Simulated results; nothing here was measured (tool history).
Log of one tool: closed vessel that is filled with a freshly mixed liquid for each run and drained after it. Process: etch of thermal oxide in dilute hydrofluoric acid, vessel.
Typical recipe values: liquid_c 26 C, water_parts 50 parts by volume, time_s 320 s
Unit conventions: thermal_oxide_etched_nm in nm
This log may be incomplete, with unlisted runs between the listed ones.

run,hour,liquid_c,water_parts,time_s,"read-back film thickness of the thermal oxide reference wafer, read on the same gauge (nm)",thermal_oxide_etched_nm
1,0,26,50,370,79.99,46.3
2,10.9,26,50,320,80.02,40.14
3,20.6,26,50,320,79.98,40.19
4,32.4,26,50,320,79.98,40.19
5,48.8,26,50,320,79.99,40.19
6,57.8,26,50,320,80,40.13
7,67.2,26,50,375,80.04,47.3
8,76.4,26,50,320,80,40.42
9,92.9,26,50,320,79.97,40.36
10,100.9,25,50,320,80,38.84
11,114.4,25,50,320,80,38.77
12,127.4,29,50,320,80.04,45.57
13,140.8,29,50,320,80.04,45.37
14,155,23.5,50,320,79.99,36.67
15,161.7,28,50,215,79.99,29.57
16,196.7,26,50,320,79.96,40.56
17,203.3,23.5,35,475,79.98,79.55
# hour 208.8: hydrofluoric acid flow meter replaced
# hour 209: gauge calibrated
18,214.4,26,50,320,80.03,36.72
19,231.1,27.5,40,320,80,49.71
20,238.1,26,50,320,80,36.93
21,245,22.5,60,320,79.96,26.19
# hour 255.3: thermometer replaced
22,256.6,26,50,440,79.99,50.29
23,273.8,22.5,50,320,79.96,31.94
24,285.1,26,50,260,79.99,30.12
25,301.6,26,50,320,79.98,36.77
26,314.8,28.5,50,215,79.98,27.46
27,324.8,26,50,260,80.04,30.18
28,334.1,29,35,465,79.99,88.68

Pick out some run-to-run changes in thermal_oxide_etched_nm. Of each, how much would a tool without hidden state show as well, from the settings, what came in and chance, and how much is left for the hidden state and any gauge scatter not in both results compared?
What the log doesn't record here: liquid hotter than its thermometer reads (K); hydrofluoric acid flow above the setpoint (%); gauge reads high (%).
Run 16 -> 17: liquid_c 26 -> 23.5, water_parts 50 -> 35, time_s 320 -> 475. thermal_oxide_etched_nm +38.99 nm: hidden state +4.57, all else +34.42.
Run 17 -> 18: liquid_c 23.5 -> 26, water_parts 35 -> 50, time_s 475 -> 320, hydrofluoric acid flow meter replaced, gauge calibrated. thermal_oxide_etched_nm -42.83 nm: hidden state -8.31, all else -34.52.
Run 27 -> 28: liquid_c 26 -> 29, water_parts 50 -> 35, time_s 260 -> 465. thermal_oxide_etched_nm +58.5 nm: hidden state +2.26, all else +56.24.

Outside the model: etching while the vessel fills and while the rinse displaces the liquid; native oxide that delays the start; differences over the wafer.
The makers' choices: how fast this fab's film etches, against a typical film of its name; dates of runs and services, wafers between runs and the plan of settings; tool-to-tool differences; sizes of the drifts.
